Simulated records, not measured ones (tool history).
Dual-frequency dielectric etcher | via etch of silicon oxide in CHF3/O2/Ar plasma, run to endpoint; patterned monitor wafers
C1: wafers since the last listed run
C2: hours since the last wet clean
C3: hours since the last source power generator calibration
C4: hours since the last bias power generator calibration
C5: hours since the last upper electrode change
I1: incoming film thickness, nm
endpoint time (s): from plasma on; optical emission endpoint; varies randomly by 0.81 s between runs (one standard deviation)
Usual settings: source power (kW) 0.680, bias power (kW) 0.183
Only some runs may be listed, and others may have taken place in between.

{"run": 1, "hour": 0.0, "source power (kW)": 0.68, "bias power (kW)": 0.183, "C1": 0, "C2": 465.3, "C3": 2950.9, "C4": 1657.5, "C5": 2433.5, "I1": 508.9, "endpoint time (s)": 277.0}
{"hour": 7.6, "done": "wet clean of the chamber"}
{"run": 2, "hour": 80.8, "source power (kW)": 0.68, "bias power (kW)": 0.163, "C1": 320, "C2": 73.2, "C3": 3031.7, "C4": 1738.3, "C5": 2514.3, "I1": 507.6, "endpoint time (s)": 288.9}
{"run": 3, "hour": 158.2, "source power (kW)": 0.68, "bias power (kW)": 0.163, "C1": 339, "C2": 150.6, "C3": 3109.1, "C4": 1815.7, "C5": 2591.7, "I1": 505.3, "endpoint time (s)": 287.2}
{"run": 4, "hour": 252.0, "source power (kW)": 0.68, "bias power (kW)": 0.163, "C1": 410, "C2": 244.4, "C3": 3202.9, "C4": 1909.5, "C5": 2685.5, "I1": 508.9, "endpoint time (s)": 288.5}
{"run": 5, "hour": 339.1, "source power (kW)": 0.68, "bias power (kW)": 0.183, "C1": 381, "C2": 331.5, "C3": 3290.0, "C4": 1996.6, "C5": 2772.6, "I1": 515.8, "endpoint time (s)": 281.6}
{"run": 6, "hour": 405.7, "source power (kW)": 0.68, "bias power (kW)": 0.159, "C1": 291, "C2": 398.1, "C3": 3356.6, "C4": 2063.2, "C5": 2839.2, "I1": 508.7, "endpoint time (s)": 288.7}
{"hour": 535.4, "done": "wet clean of the chamber"}
{"hour": 621.6, "done": "source power generator calibrated"}
{"run": 7, "hour": 703.3, "source power (kW)": 0.68, "bias power (kW)": 0.159, "C1": 1181, "C2": 167.9, "C3": 81.7, "C4": 2360.8, "C5": 3136.8, "I1": 508.3, "endpoint time (s)": 279.8}
{"hour": 719.9, "done": "bias power generator calibrated"}
{"run": 8, "hour": 805.3, "source power (kW)": 0.68, "bias power (kW)": 0.183, "C1": 429, "C2": 269.9, "C3": 183.7, "C4": 85.4, "C5": 3238.8, "I1": 510.6, "endpoint time (s)": 269.7}

Run 9 comes next. What will it give?
{"run": 9, "hour": 866.8, "source power (kW)": 0.68, "bias power (kW)": 0.154, "C1": 269, "C2": 331.4, "C3": 245.2, "C4": 146.9, "C5": 3300.3, "I1": 505.0, "endpoint time (s)": "?"}

{"run 9": {"endpoint time (s)": 280.5}}
The same run, on a tool lacking any hidden state, would have yielded endpoint time (s) 282.1.
